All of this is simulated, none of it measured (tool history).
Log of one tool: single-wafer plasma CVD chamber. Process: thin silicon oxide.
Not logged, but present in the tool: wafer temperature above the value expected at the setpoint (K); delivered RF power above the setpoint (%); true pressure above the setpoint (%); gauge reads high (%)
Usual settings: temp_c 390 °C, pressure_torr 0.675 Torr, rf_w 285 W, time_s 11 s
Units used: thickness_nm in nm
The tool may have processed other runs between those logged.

run    hour  temp_c  pressure_torr  rf_w  time_s  wafers since the last listed run  hours since the last thermocouple change  hours since the last RF generator calibration  hours since the last manometer calibration  hours since the showerhead was replaced  hours since the gauge calibration  read-back reference wafer on the same gauge, thickness_nm  thickness_nm
  1       0     390          0.675   285      11                                 0                                    1389.2                                          822.1                                        2629                                   4970.5                             1254.9                                                     15.702        17.483
  2    33.4     390          0.675   285      11                               539                                    1422.6                                          855.5                                      2662.4                                   5003.9                             1288.3                                                     15.693        17.476
  3    67.2     379          0.675   285      11                               546                                    1456.4                                          889.3                                      2696.2                                   5037.7                             1322.1                                                     15.683        17.666
      205.1  -- showerhead replaced
      206.7  -- gauge calibrated
        216  -- capacitance manometer re-zeroed and calibrated
      256.8  -- thermocouple changed; heater temperature recalibrated
  4   259.6     379          0.675   285      11                              2721                                       2.8                                         1081.7                                        43.6                                     54.5                               52.9                                                     15.695        16.883
  5   326.1     379          0.675   285      11                              1074                                      69.3                                         1148.2                                       110.1                                      121                              119.4                                                     15.674        16.759
  6   352.4     390          0.675   285      11                               425                                      95.6                                         1174.5                                       136.4                                    147.3                              145.7                                                       15.7        16.697
  7   416.5     390          0.675   285      11                              1035                                     159.7                                         1238.6                                       200.5                                    211.4                              209.8                                                     15.712        16.528
  8   443.9     390          0.675   285      11                               442                                     187.1                                           1266                                       227.9                                    238.8                              237.2                                                     15.694        16.612
  9   474.5     379          0.675   285      11                               494                                     217.7                                         1296.6                                       258.5                                    269.4                              267.8                                                     15.712        16.773
 10   537.8     376          0.675   285      11                              1022                                       281                                         1359.9                                       321.8                                    332.7                              331.1                                                     15.698        16.897
        554  -- RF generator calibrated
 11     577     390          0.675   285      11                               504                                     320.2                                             23                                         361                                    371.9                              370.3                                                     15.684        16.901
 12   643.1     390          0.675   330     9.6                              1068                                     386.3                                           89.1                                       427.1                                      438                              436.4                                                     15.668        15.541
 13   692.6     390          0.675   285      11                               799                                     435.8                                          138.6                                       476.6                                    487.5                              485.9                                                     15.723        16.817
 14   729.4     400          0.675   285    10.4                               594                                     472.6                                          175.4                                       513.4                                    524.3                              522.7                                                     15.709        15.684
 15   766.8     381          0.675   260      11                               604                                       510                                          212.8                                       550.8                                    561.7                              560.1                                                     15.711         16.23
 16   801.2     380          0.675   285      11                               555                                     544.4                                          247.2                                       585.2                                    596.1                              594.5                                                     15.708        16.981
 17   845.8     382          0.675   245      11                               720                                       589                                          291.8                                       629.8                                    640.7                              639.1                                                     15.704        15.617
 18   892.5     390          0.743   270    13.2                               754                                     635.7                                          338.5                                       676.5                                    687.4                              685.8                                                     15.715        21.242
 19   959.2     383          0.675   335    13.1                              1077                                     702.4                                          405.2                                       743.2                                    754.1                              752.5                                                     15.687        21.638
 20   989.9     390          0.675   285     9.2                               496                                     733.1                                          435.9                                       773.9                                    784.8                              783.2                                                     15.707        14.041
 21    1015     390          0.675   285      11                               405                                     758.2                                            461                                         799                                    809.9                              808.3                                                     15.725        16.937
 22  1051.7     398          0.675   285      11                               593                                     794.9                                          497.7                                       835.7                                    846.6                                845                                                     15.721         16.77
 23  1100.2     383          0.675   335      11                               783                                     843.4                                          546.2                                       884.2                                    895.1                              893.5                                                     15.732        18.257
 24  1272.1     376          0.675   285    10.1                              2777                                    1015.3                                          718.1                                      1056.1                                     1067                             1065.4                                                     15.685        15.728
     1387.6  -- gauge calibrated
 25  1460.9     390          0.506   285      11                              3051                                    1204.1                                          906.9                                      1244.9                                   1255.8                               73.3                                                     15.699        13.699
 26  1525.5     390          0.675   255      11                              1043                                    1268.7                                          971.5                                      1309.5                                   1320.4                              137.9                                                       15.7        16.227
 27  1627.7     390          0.733   240    10.4                              1651                                    1370.9                                         1073.7                                      1411.7                                   1422.6                              240.1                                                     15.693        15.792
 28  1730.7     401          0.675   285      11                              1664                                    1473.9                                         1176.7                                      1514.7                                   1525.6                              343.1                                                     15.692        17.013
 29  1796.9     390          0.675   285      11                              1069                                    1540.1                                         1242.9                                      1580.9                                   1591.8                              409.3                                                     15.701         17.01

Entry by entry between the runs, the difference in hidden state between the last listed run before and the first listed run after:
Runs 3 to 4: showerhead replaced (hour 205.1); gauge calibrated (hour 206.7); capacitance manometer re-zeroed and calibrated (hour 216); thermocouple changed; heater temperature recalibrated (hour 256.8)
  true pressure above the setpoint (%): 6.65 -> -0.252
  measured result minus the result with no hidden state, thickness_nm: +0.851 -> -0.033 nm
Runs 10 to 11: RF generator calibrated (hour 554)
  true pressure above the setpoint (%): 0.496 -> 0.601
  measured result minus the result with no hidden state, thickness_nm: +0.065 -> +0.08 nm
Runs 24 to 25: gauge calibrated (hour 1387.6)
  true pressure above the setpoint (%): 2.47 -> 2.98
  measured result minus the result with no hidden state, thickness_nm: +0.294 -> +0.325 nm

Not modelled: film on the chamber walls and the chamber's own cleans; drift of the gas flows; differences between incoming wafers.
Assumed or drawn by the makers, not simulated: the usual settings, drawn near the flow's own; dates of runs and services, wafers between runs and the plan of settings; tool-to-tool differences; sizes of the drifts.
